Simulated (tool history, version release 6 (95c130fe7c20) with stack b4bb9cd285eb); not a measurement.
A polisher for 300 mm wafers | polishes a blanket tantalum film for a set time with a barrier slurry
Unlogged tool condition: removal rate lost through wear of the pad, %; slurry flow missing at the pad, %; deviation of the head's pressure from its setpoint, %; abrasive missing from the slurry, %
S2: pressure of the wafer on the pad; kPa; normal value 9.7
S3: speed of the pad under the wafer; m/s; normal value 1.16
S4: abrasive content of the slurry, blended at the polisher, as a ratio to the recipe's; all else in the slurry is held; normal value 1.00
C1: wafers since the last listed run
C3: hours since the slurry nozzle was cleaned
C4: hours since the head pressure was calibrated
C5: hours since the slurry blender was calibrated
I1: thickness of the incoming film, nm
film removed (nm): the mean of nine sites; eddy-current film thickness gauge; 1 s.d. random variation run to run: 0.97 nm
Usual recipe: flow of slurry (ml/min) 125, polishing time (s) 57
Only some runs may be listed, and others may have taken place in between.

{"run": 1, "hour": 0.0, "flow of slurry (ml/min)": 125, "S2": 9.7, "S3": 0.88, "S4": 1.0, "polishing time (s)": 68, "C1": 0, "wafers polished on this pad": 1206, "C3": 131.2, "C4": 546.5, "C5": 128.9, "I1": 219.1, "film removed (nm)": 65.1}
{"run": 2, "hour": 55.6, "flow of slurry (ml/min)": 125, "S2": 9.7, "S3": 1.16, "S4": 1.0, "polishing time (s)": 57, "C1": 856, "wafers polished on this pad": 2063, "C3": 186.8, "C4": 602.1, "C5": 184.5, "I1": 222.8, "film removed (nm)": 67.5}
{"hour": 72.6, "done": "worn pad replaced by a new one"}
{"run": 3, "hour": 106.9, "flow of slurry (ml/min)": 125, "S2": 9.7, "S3": 1.16, "S4": 1.0, "polishing time (s)": 57, "C1": 728, "wafers polished on this pad": 527, "C3": 238.1, "C4": 653.4, "C5": 235.8, "I1": 220.2, "film removed (nm)": 71.6}
{"run": 4, "hour": 169.6, "flow of slurry (ml/min)": 125, "S2": 9.7, "S3": 1.16, "S4": 1.0, "polishing time (s)": 57, "C1": 966, "wafers polished on this pad": 1494, "C3": 300.8, "C4": 716.1, "C5": 298.5, "I1": 218.9, "film removed (nm)": 71.3}
{"run": 5, "hour": 199.8, "flow of slurry (ml/min)": 125, "S2": 9.7, "S3": 1.16, "S4": 1.0, "polishing time (s)": 72, "C1": 465, "wafers polished on this pad": 1959, "C3": 331.0, "C4": 746.3, "C5": 328.7, "I1": 217.9, "film removed (nm)": 85.2}
{"hour": 214.3, "done": "slurry blender recalibrated"}
{"run": 6, "hour": 230.2, "flow of slurry (ml/min)": 125, "S2": 9.7, "S3": 1.16, "S4": 1.0, "polishing time (s)": 72, "C1": 437, "wafers polished on this pad": 2397, "C3": 361.4, "C4": 776.7, "C5": 15.9, "I1": 222.5, "film removed (nm)": 81.9}
{"hour": 258.1, "done": "worn pad replaced by a new one, of another model than before"}
{"run": 7, "hour": 259.9, "flow of slurry (ml/min)": 125, "S2": 9.7, "S3": 1.16, "S4": 1.0, "polishing time (s)": 57, "C1": 396, "wafers polished on this pad": 27, "C3": 391.1, "C4": 806.4, "C5": 45.6, "I1": 219.7, "film removed (nm)": 73.9}
{"run": 8, "hour": 321.0, "flow of slurry (ml/min)": 125, "S2": 9.7, "S3": 1.16, "S4": 1.0, "polishing time (s)": 57, "C1": 941, "wafers polished on this pad": 968, "C3": 452.2, "C4": 867.5, "C5": 106.7, "I1": 220.0, "film removed (nm)": 73.7}
{"run": 9, "hour": 355.6, "flow of slurry (ml/min)": 125, "S2": 9.7, "S3": 1.16, "S4": 1.0, "polishing time (s)": 57, "C1": 533, "wafers polished on this pad": 1501, "C3": 486.8, "C4": 902.1, "C5": 141.3, "I1": 221.2, "film removed (nm)": 70.7}
{"run": 10, "hour": 383.6, "flow of slurry (ml/min)": 125, "S2": 9.7, "S3": 1.16, "S4": 1.0, "polishing time (s)": 57, "C1": 431, "wafers polished on this pad": 1933, "C3": 514.8, "C4": 930.1, "C5": 169.3, "I1": 219.3, "film removed (nm)": 70.1}
{"hour": 412.1, "done": "worn pad replaced by a new one"}
{"hour": 517.5, "done": "slurry blender recalibrated"}
{"run": 11, "hour": 535.6, "flow of slurry (ml/min)": 125, "S2": 11.0, "S3": 1.16, "S4": 1.0, "polishing time (s)": 57, "C1": 2250, "wafers polished on this pad": 1872, "C3": 666.8, "C4": 1082.1, "C5": 18.1, "I1": 223.7, "film removed (nm)": 74.7}
{"hour": 566.9, "done": "slurry nozzle cleaned"}
{"hour": 594.6, "done": "worn pad replaced by a new one"}
{"run": 12, "hour": 595.1, "flow of slurry (ml/min)": 125, "S2": 12.4, "S3": 1.54, "S4": 0.9, "polishing time (s)": 57, "C1": 839, "wafers polished on this pad": 8, "C3": 28.2, "C4": 1141.6, "C5": 77.6, "I1": 218.9, "film removed (nm)": 101.1}
{"hour": 637.2, "done": "head pressure recalibrated"}
{"run": 13, "hour": 640.8, "flow of slurry (ml/min)": 125, "S2": 9.7, "S3": 1.16, "S4": 1.0, "polishing time (s)": 72, "C1": 673, "wafers polished on this pad": 681, "C3": 73.9, "C4": 3.6, "C5": 123.3, "I1": 219.9, "film removed (nm)": 94.0}
{"run": 14, "hour": 665.1, "flow of slurry (ml/min)": 85, "S2": 9.7, "S3": 1.16, "S4": 1.0, "polishing time (s)": 57, "C1": 374, "wafers polished on this pad": 1056, "C3": 98.2, "C4": 27.9, "C5": 147.6, "I1": 221.0, "film removed (nm)": 71.3}
{"run": 15, "hour": 720.7, "flow of slurry (ml/min)": 125, "S2": 9.7, "S3": 1.16, "S4": 1.0, "polishing time (s)": 57, "C1": 856, "wafers polished on this pad": 1913, "C3": 153.8, "C4": 83.5, "C5": 203.2, "I1": 220.1, "film removed (nm)": 68.4}
{"hour": 760.3, "done": "worn pad replaced by a new one"}
{"run": 16, "hour": 767.4, "flow of slurry (ml/min)": 140, "S2": 8.3, "S3": 1.16, "S4": 1.15, "polishing time (s)": 57, "C1": 658, "wafers polished on this pad": 109, "C3": 200.5, "C4": 130.2, "C5": 249.9, "I1": 219.1, "film removed (nm)": 68.9}
{"run": 17, "hour": 793.8, "flow of slurry (ml/min)": 85, "S2": 13.1, "S3": 1.16, "S4": 0.75, "polishing time (s)": 71, "C1": 406, "wafers polished on this pad": 516, "C3": 226.9, "C4": 156.6, "C5": 276.3, "I1": 216.4, "film removed (nm)": 103.2}
{"run": 18, "hour": 828.9, "flow of slurry (ml/min)": 125, "S2": 8.3, "S3": 1.32, "S4": 1.0, "polishing time (s)": 41, "C1": 540, "wafers polished on this pad": 1057, "C3": 262.0, "C4": 191.7, "C5": 311.4, "I1": 219.2, "film removed (nm)": 51.9}

Subtracting, for every run, the result it would have given without the tool's unlogged condition from the measured result gives the following. The same run-to-run variation enters both numbers; the gauge's scatter may not:
run=1 film_removed_(nm)=-2.4
run=2 film_removed_(nm)=-6.5
run=3 film_removed_(nm)=-1.5
run=4 film_removed_(nm)=-4.2
run=5 film_removed_(nm)=-7.9
run=6 film_removed_(nm)=-11.5
run=7 film_removed_(nm)=-0.4
run=8 film_removed_(nm)=-1.8
run=9 film_removed_(nm)=-3.5
run=10 film_removed_(nm)=-5.7
run=11 film_removed_(nm)=-5.6
run=12 film_removed_(nm)=-0.4
run=13 film_removed_(nm)=-1.2
run=14 film_removed_(nm)=-1.8
run=15 film_removed_(nm)=-5.4
run=16 film_removed_(nm)=-0.4
run=17 film_removed_(nm)=-1.1
run=18 film_removed_(nm)=-1.4
